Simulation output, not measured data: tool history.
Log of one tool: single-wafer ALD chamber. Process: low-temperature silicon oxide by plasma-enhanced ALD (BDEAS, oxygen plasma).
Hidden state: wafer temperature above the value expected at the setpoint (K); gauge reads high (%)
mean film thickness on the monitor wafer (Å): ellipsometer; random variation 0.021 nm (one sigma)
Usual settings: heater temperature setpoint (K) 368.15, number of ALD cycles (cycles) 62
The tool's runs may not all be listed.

run   hour  heater temperature setpoint (K)  number of ALD cycles (cycles)  wafers since the last listed run  hours since the last thermocouple change  hours since the gauge calibration  read-back reference wafer on the same gauge, thickness_nm  mean film thickness on the monitor wafer (Å)
  1      0                           361.15                             62                                 0                                    1062.3                               78.4                                                       8.51                                         88.05
  2    7.7                           357.15                             56                                46                                      1070                               86.1                                                       8.51                                         80.66
  3     25                           357.15                             56                               104                                    1087.3                              103.4                                                      8.522                                            81
  4     40                           357.15                             56                                90                                    1102.3                              118.4                                                      8.525                                         80.99
  5   55.1                           361.15                             71                                91                                    1117.4                              133.5                                                      8.526                                        100.92
  6   68.8                           368.15                             62                                82                                    1131.1                              147.2                                                      8.532                                         85.45
  7   81.2                           368.15                             62                                74                                    1143.5                              159.6                                                      8.537                                         85.47
  8   94.5                           368.15                             62                                80                                    1156.8                              172.9                                                      8.542                                         85.85
  9  112.4                           368.15                             62                               108                                    1174.7                              190.8                                                      8.548                                         86.01
 10    125                           368.15                             54                                76                                    1187.3                              203.4                                                      8.557                                          74.8
 11    132                           368.15                             54                                42                                    1194.3                              210.4                                                      8.548                                         75.14
 12  146.1                           380.15                             56                                85                                    1208.4                              224.5                                                      8.559                                         75.11
 13  162.9                           380.15                             56                               101                                    1225.2                              241.3                                                      8.566                                         75.01
     171.5  -- gauge calibrated
 14  173.3                           380.15                             56                                62                                    1235.6                                1.8                                                      8.485                                         74.52
 15  199.2                           358.15                             59                               156                                    1261.5                               27.7                                                      8.493                                         84.49
 16    215                           358.15                             59                                95                                    1277.3                               43.5                                                      8.508                                         85.01
 17  225.5                           358.15                             59                                63                                    1287.8                                 54                                                      8.498                                         85.15
       271  -- thermocouple changed; heater temperature recalibrated
 18  275.5                           368.15                             52                               253                                       4.5                                104                                                      8.517                                         71.65
 19  291.5                           368.15                             62                                96                                      20.5                                120                                                      8.525                                         85.62
 20    306                           364.15                             65                                87                                        35                              134.5                                                      8.534                                         91.32
 21  313.7                           358.15                             50                                46                                      42.7                              142.2                                                      8.533                                         71.71
 22  324.6                           374.15                             62                                65                                      53.6                              153.1                                                      8.533                                         83.92
 23  332.5                           368.15                             50                                47                                      61.5                                161                                                      8.535                                         69.04
 24  339.2                           376.15                             70                                40                                      68.2                              167.7                                                       8.54                                         94.47
 25    348                           362.15                             70                                53                                        77                              176.5                                                      8.535                                         99.05
 26  355.9                           360.15                             53                                47                                      84.9                              184.4                                                      8.552                                          75.8
 27  362.9                           364.15                             58                                42                                      91.9                              191.4                                                      8.548                                         81.58
       370  -- gauge calibrated
 28    373                           379.15                             54                                61                                       102                                  3                                                      8.472                                         71.52
 29  380.9                           368.15                             62                                47                                     109.9                               10.9                                                      8.474                                         85.05
 30  392.8                           353.15                             55                                71                                     121.8                               22.8                                                      8.469                                            80
 31  408.4                           368.15                             62                                94                                     137.4                               38.4                                                      8.487                                         85.47
 32  417.2                           355.15                             50                                53                                     146.2                               47.2                                                       8.48                                         72.35
 33  430.6                           379.15                             54                                80                                     159.6                               60.6                                                      8.494                                         71.96
 34  447.7                           368.15                             62                               103                                     176.7                               77.7                                                      8.494                                         85.58

The tool's hidden state at each run:
wafer temperature above the value expected at the setpoint (K): 0 in every run
H1: gauge reads high (%)
run      H1
  1   0.461
  2   0.492
  3   0.561
  4   0.621
  5   0.682
  6   0.737
  7   0.786
  8   0.839
  9   0.911
 10   0.961
 11   0.989
 12    1.05
 13    1.11
 14   0.159
 15   0.263
 16   0.326
 17   0.368
 18   0.568
 19   0.632
 20    0.69
 21   0.721
 22   0.764
 23   0.796
 24   0.823
 25   0.858
 26   0.889
 27   0.917
 28  0.0242
 29  0.0558
 30   0.103
 31   0.166
 32   0.201
 33   0.255
 34   0.323
